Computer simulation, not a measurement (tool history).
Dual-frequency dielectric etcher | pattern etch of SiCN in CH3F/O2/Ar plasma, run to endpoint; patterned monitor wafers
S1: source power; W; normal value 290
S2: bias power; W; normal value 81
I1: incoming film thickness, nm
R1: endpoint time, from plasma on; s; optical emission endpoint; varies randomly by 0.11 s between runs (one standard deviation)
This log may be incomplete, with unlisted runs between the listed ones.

Run 1, hour 0: usual settings; I1 12.07. Result: R1 37.2 s.
Run 2, hour 46.3: usual settings but S1 260 W; I1 11.99. Result: R1 39.1 s.
Run 3, hour 78: usual settings but S1 260 W; I1 12.02. Result: R1 38.9 s.
Run 4, hour 110: usual settings but S1 260 W; I1 12.04. Result: R1 39.4 s.
Run 5, hour 165: usual settings; I1 12.01. Result: R1 37.9 s.
At hour 208.5: wet clean of the chamber.
Run 6, hour 209: usual settings; I1 12.01. Result: R1 36.5 s.
Run 7, hour 253.5: usual settings; I1 11.94. Result: R1 36.3 s.
Run 8, hour 307.1: usual settings but S2 66 W; I1 12.03. Result: R1 39.6 s.
Run 9, hour 359.5: usual settings; I1 12.01. Result: R1 36.5 s.
At hour 411.1: upper electrode replaced.
Run 10, hour 423.7: usual settings; I1 11.96. Result: R1 36.6 s.
At hour 469.2: source power generator calibrated.
Run 11, hour 487.7: usual settings; I1 11.97. Result: R1 36.8 s.
Run 12, hour 551.1: usual settings but S1 330 W; I1 12.01. Result: R1 35.1 s.
Run 13, hour 597: usual settings but S2 69 W; I1 12.09. Result: R1 39.9 s.
Run 14, hour 638.5: usual settings but S1 250 W, S2 71 W; I1 12.04. Result: R1 41.8 s.
Run 15, hour 667.4: usual settings but S1 260 W; I1 12. Result: R1 39 s.
Run 16, hour 701.4: usual settings but S1 250 W, S2 101 W; I1 12.01. Result: R1 36.6 s.
Run 17, hour 755.6: usual settings but S1 340 W, S2 75 W; I1 12.07. Result: R1 36.3 s.
Run 18, hour 806.6: usual settings but S1 230 W, S2 63 W; I1 11.95. Result: R1 45.3 s.
At hour 855.9: wet clean of the chamber.
Run 19, hour 856.4: usual settings but S1 240 W, S2 62 W; I1 11.93. Result: R1 43.4 s.
At hour 909.7: bias power generator calibrated.
Run 20, hour 918.7: usual settings but S2 99 W; I1 11.97. Result: R1 33.1 s.
Run 21, hour 949.8: usual settings; I1 12.06. Result: R1 36.4 s.
Run 22, hour 975.4: usual settings but S1 330 W, S2 86 W; I1 12.02. Result: R1 33.6 s.
Run 23, hour 1032.4: usual settings; I1 12.01. Result: R1 36.4 s.
Run 24, hour 1069.8: usual settings; I1 11.92. Result: R1 36.5 s.
Run 25, hour 1093.9: usual settings; I1 12.13. Result: R1 37.1 s.
Run 26, hour 1165.1: usual settings but S1 240 W, S2 67 W; I1 12.03. Result: R1 43 s.

Alternative continuations, all from the tool just after run 26; predict every row:
Run A, hour 1165.5: usual settings but S2 93 W; I1 11.93. Result: R1 ?.
Run B, hour 1165.5: usual settings but S1 260 W, S2 88 W; I1 11.93. Result: R1 ?.
Run C, hour 1165.5: usual settings but S1 310 W, S2 74 W; I1 11.93. Result: R1 ?.
Run D, hour 1165.5: usual settings but S1 330 W, S2 63 W; I1 11.93. Result: R1 ?.

run    R1
  A  34.7
  B  37.1
  C  36.9
  D  38.3
Take away the tool's hidden state, keep each run's random variation, and the runs would have read:
run    R1
  A  33.7
  B    36
  C  35.8
  D  37.1
